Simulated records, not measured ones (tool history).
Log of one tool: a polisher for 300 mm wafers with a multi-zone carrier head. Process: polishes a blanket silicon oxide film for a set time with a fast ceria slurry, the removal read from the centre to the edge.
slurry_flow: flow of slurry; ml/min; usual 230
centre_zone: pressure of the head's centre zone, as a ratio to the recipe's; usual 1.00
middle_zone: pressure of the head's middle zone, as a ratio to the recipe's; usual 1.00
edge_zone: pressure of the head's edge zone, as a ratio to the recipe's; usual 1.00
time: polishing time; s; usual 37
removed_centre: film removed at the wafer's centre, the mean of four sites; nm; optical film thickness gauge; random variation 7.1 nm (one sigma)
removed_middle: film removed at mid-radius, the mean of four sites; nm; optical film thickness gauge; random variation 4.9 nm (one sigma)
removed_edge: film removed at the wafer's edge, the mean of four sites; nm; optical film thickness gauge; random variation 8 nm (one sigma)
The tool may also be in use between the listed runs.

run,hour,slurry_flow,centre_zone,middle_zone,edge_zone,time,"incoming thickness of the incoming film, nm",removed_centre,removed_middle,removed_edge
1,0.0,230,1.00,1.00,1.00,37,1615.3,550.1,556.6,538.8
2,33.7,230,1.00,1.00,1.00,37,1594.4,532.9,554.3,537.3
3,50.7,230,1.00,1.00,1.00,37,1604.8,535.7,555.2,545.7
# hour 68.1: worn pad replaced by a new one
4,80.8,230,1.00,0.92,1.00,46,1606.0,680.1,658.1,684.6
5,109.1,230,0.91,1.00,1.00,37,1638.4,487.7,554.2,542.8
6,135.5,230,1.00,1.00,1.00,37,1606.2,540.4,561.4,553.6
# hour 167.7: worn pad replaced by a new one
7,168.2,230,1.00,1.00,1.00,37,1600.7,520.5,556.9,547.4
# hour 185.3: edge zone pressure recalibrated
8,188.7,230,1.00,1.00,1.00,37,1623.0,531.4,555.1,550.0
# hour 201.1: slurry nozzle cleaned
# hour 208.4: carrier head's membrane replaced by a new one
9,222.2,230,1.00,1.00,1.00,25,1586.9,357.0,374.8,369.3
10,236.1,230,1.00,0.97,0.97,37,1595.1,508.3,534.6,529.7
11,257.4,230,1.00,1.00,1.00,37,1609.9,519.3,556.0,533.3
# hour 265.3: worn pad replaced by a new one
12,280.5,230,1.00,1.00,1.00,48,1611.8,659.5,722.1,691.7
# hour 340.8: centre zone pressure recalibrated
# hour 347.0: worn pad replaced by a new one
13,355.7,290,1.00,1.00,1.00,37,1604.2,557.0,573.4,550.7
14,373.2,230,1.00,1.00,1.00,37,1635.4,539.6,556.7,549.1
15,403.5,230,1.00,1.00,1.00,37,1600.2,542.2,551.1,550.3
16,422.3,230,1.07,1.04,0.90,40,1605.3,607.8,621.8,556.9
# hour 428.2: worn pad replaced by a new one
17,438.0,195,0.96,0.95,0.94,37,1598.3,502.8,536.1,515.2

5 ways to go on from here, each from the tool as it stands after run 17. What would each give?
A,438.4,230,1.00,1.00,1.00,42,1618.1,?,?,?
B,438.4,230,1.05,1.00,1.00,37,1618.1,?,?,?
C,438.4,280,1.09,1.00,1.00,37,1618.1,?,?,?
D,438.4,255,0.88,1.00,0.96,37,1618.1,?,?,?
E,438.4,230,0.89,1.00,1.12,32,1618.1,?,?,?

run,removed_centre,removed_middle,removed_edge
A,612.9,639.8,625.4
B,561.7,563.5,551.0
C,590.4,573.3,558.3
D,492.6,569.2,544.7
E,425.4,487.6,502.6
Without the tool's hidden state the same runs would have given:
run,removed_centre,removed_middle,removed_edge
A,616.7,639.8,625.4
B,565.3,563.5,551.0
C,594.1,573.3,558.3
D,495.7,569.2,544.7
E,428.1,487.6,502.6

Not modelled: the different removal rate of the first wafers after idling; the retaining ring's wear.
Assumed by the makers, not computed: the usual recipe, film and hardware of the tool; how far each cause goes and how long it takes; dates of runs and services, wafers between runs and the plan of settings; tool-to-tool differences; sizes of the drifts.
